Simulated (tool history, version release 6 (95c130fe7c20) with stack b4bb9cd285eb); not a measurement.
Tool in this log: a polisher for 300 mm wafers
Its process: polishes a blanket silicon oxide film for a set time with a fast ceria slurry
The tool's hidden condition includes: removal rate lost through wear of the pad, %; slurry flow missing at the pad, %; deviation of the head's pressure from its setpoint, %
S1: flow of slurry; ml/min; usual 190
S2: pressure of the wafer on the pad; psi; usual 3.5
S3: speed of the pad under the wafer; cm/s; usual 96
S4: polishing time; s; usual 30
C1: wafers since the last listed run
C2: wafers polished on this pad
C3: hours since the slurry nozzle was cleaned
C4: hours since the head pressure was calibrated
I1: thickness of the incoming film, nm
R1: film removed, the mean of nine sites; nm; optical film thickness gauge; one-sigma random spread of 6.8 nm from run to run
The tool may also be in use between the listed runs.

| run | day | S1 | S2 | S3 | S4 | C1 | C2 | C3 | C4 | I1 | R1 |
|---|---|---|---|---|---|---|---|---|---|---|---|
| 1 | 0 | 190 | 3.5 | 96 | 30 | 0 | 164 | 645.5 | 1281.3 | 1584.3 | 485.1 |
| 2 | 0.629 | 190 | 3.1 | 96 | 30 | 227 | 391 | 660.6 | 1296.4 | 1588.6 | 438.4 |
| 3 | 1.079 | 190 | 3.1 | 96 | 30 | 162 | 554 | 671.4 | 1307.2 | 1598.1 | 429.9 |
| 4 | 1.433 | 190 | 3.1 | 96 | 30 | 127 | 681 | 679.9 | 1315.7 | 1584.9 | 429.4 |
| 5 | 1.762 | 190 | 3.5 | 74 | 38 | 118 | 800 | 687.8 | 1323.6 | 1591.3 | 481.2 |
| 6 | 2.475 | 190 | 3.5 | 96 | 30 | 257 | 1057 | 704.9 | 1340.7 | 1602.2 | 479.3 |
| 7 | 2.996 | 190 | 3.5 | 96 | 30 | 187 | 1245 | 717.4 | 1353.2 | 1588.5 | 482.5 |
| 8 | 3.333 | 190 | 3.5 | 96 | 30 | 121 | 1367 | 725.5 | 1361.3 | 1576.1 | 476.9 |
| 9 | 3.738 | 175 | 3.5 | 106 | 30 | 145 | 1513 | 735.2 | 1371 | 1607.2 | 519.9 |
| 10 | 4.038 | 190 | 3.5 | 96 | 30 | 108 | 1621 | 742.4 | 1378.2 | 1592.7 | 477.4 |
| 11 | 4.654 | 190 | 3.5 | 96 | 30 | 222 | 1844 | 757.2 | 1393 | 1574 | 479.2 |
|  | 5.229 | worn pad replaced by a new one |
| 12 | 5.25 | 190 | 3.5 | 96 | 30 | 154 | 7 | 771.5 | 1407.3 | 1611.8 | 473.8 |
| 13 | 5.492 | 190 | 3.5 | 96 | 30 | 87 | 94 | 777.3 | 1413.1 | 1579.5 | 468.8 |
|  | 5.6 | slurry nozzle cleaned |
| 14 | 5.767 | 190 | 3.5 | 96 | 33 | 84 | 178 | 4 | 1419.7 | 1596.6 | 545.7 |
| 15 | 6.158 | 190 | 3.5 | 110 | 30 | 141 | 320 | 13.4 | 1429.1 | 1596.5 | 570.9 |
|  | 6.796 | head pressure recalibrated |
| 16 | 6.817 | 250 | 4.4 | 74 | 24 | 207 | 527 | 29.2 | 0.5 | 1618.2 | 439.5 |
| 17 | 7.188 | 190 | 3.5 | 96 | 30 | 133 | 661 | 38.1 | 9.4 | 1614 | 563.9 |
| 18 | 8.512 | 255 | 4.2 | 76 | 40 | 478 | 1139 | 69.9 | 41.2 | 1581 | 746.9 |
| 19 | 9.071 | 220 | 4.1 | 96 | 30 | 201 | 1341 | 83.3 | 54.6 | 1609.7 | 673.1 |
| 20 | 9.646 | 230 | 3.5 | 80 | 39 | 207 | 1548 | 97.1 | 68.4 | 1592.8 | 629.2 |
| 21 | 10.358 | 190 | 3.5 | 96 | 30 | 257 | 1805 | 114.2 | 85.5 | 1599.6 | 559.3 |
|  | 10.638 | worn pad replaced by a new one |
| 22 | 11.108 | 170 | 2.5 | 96 | 33 | 210 | 169 | 132.2 | 103.5 | 1596.4 | 431.7 |
| 23 | 11.446 | 190 | 3.5 | 96 | 30 | 121 | 291 | 140.3 | 111.6 | 1592.9 | 560.5 |
| 24 | 13.267 | 190 | 3.5 | 96 | 30 | 657 | 948 | 184 | 155.3 | 1616.2 | 550 |
| 25 | 13.721 | 135 | 2.9 | 106 | 38 | 163 | 1112 | 194.9 | 166.2 | 1606 | 617.3 |
| 26 | 14.171 | 190 | 3.5 | 96 | 30 | 162 | 1275 | 205.7 | 177 | 1622.1 | 564.6 |
| 27 | 14.867 | 245 | 3.9 | 118 | 30 | 251 | 1526 | 222.4 | 193.7 | 1593.9 | 787.6 |
|  | 15.088 | worn pad replaced by a new one |
| 28 | 15.429 | 190 | 3.5 | 96 | 30 | 142 | 122 | 235.9 | 207.2 | 1619.7 | 571.2 |
| 29 | 16.079 | 190 | 2.9 | 84 | 26 | 234 | 357 | 251.5 | 222.8 | 1595.1 | 348.5 |
| 30 | 16.479 | 155 | 3.5 | 130 | 22 | 144 | 501 | 261.1 | 232.4 | 1602.5 | 522.4 |
| 31 | 16.938 | 190 | 3.5 | 78 | 30 | 165 | 667 | 272.1 | 243.4 | 1576.4 | 453 |
| 32 | 17.462 | 130 | 2.6 | 130 | 21 | 189 | 856 | 284.7 | 256 | 1589.7 | 362.5 |
| 33 | 17.933 | 190 | 4.4 | 126 | 39 | 169 | 1026 | 296 | 267.3 | 1581.2 | 1183.1 |
| 34 | 18.392 | 150 | 3.1 | 96 | 38 | 165 | 1191 | 307 | 278.3 | 1590.1 | 598 |
| 35 | 19.088 | 190 | 3.5 | 96 | 27 | 251 | 1443 | 323.7 | 295 | 1575.8 | 497.7 |
| 36 | 19.462 | 155 | 3.9 | 96 | 24 | 135 | 1578 | 332.7 | 304 | 1589.1 | 469.6 |
|  | 19.983 | worn pad replaced by a new one |
| 37 | 20.004 | 250 | 3.5 | 96 | 30 | 135 | 7 | 345.7 | 317 | 1597.7 | 570.2 |
| 38 | 20.417 | 190 | 3.5 | 64 | 24 | 148 | 156 | 355.6 | 326.9 | 1567.6 | 292.2 |

Hidden state or all else? Some run-to-run changes of R1, split into what the settings, what came in and random variation would give without the hidden state, and what is left for the hidden state (with any gauge scatter that isn't in both results):
Run 13 -> 14: S4 30 -> 33, slurry nozzle cleaned. R1 +76.9 nm: hidden state +22.5, all else +54.4.
Run 15 -> 16: S1 190 -> 250, S2 3.5 -> 4.4, S3 110 -> 74, S4 30 -> 24, head pressure recalibrated. R1 -131.4 nm: hidden state +73.7, all else -205.1.
Run 32 -> 33: S1 130 -> 190, S2 2.6 -> 4.4, S3 130 -> 126, S4 21 -> 39. R1 +820.6 nm: hidden state -15.8, all else +836.4.
Run 33 -> 34: S1 190 -> 150, S2 4.4 -> 3.1, S3 126 -> 96, S4 39 -> 38. R1 -585.1 nm: hidden state +9.3, all else -594.4.
Run 37 -> 38: S1 250 -> 190, S3 96 -> 64, S4 30 -> 24. R1 -278 nm: hidden state +4.3, all else -282.3.

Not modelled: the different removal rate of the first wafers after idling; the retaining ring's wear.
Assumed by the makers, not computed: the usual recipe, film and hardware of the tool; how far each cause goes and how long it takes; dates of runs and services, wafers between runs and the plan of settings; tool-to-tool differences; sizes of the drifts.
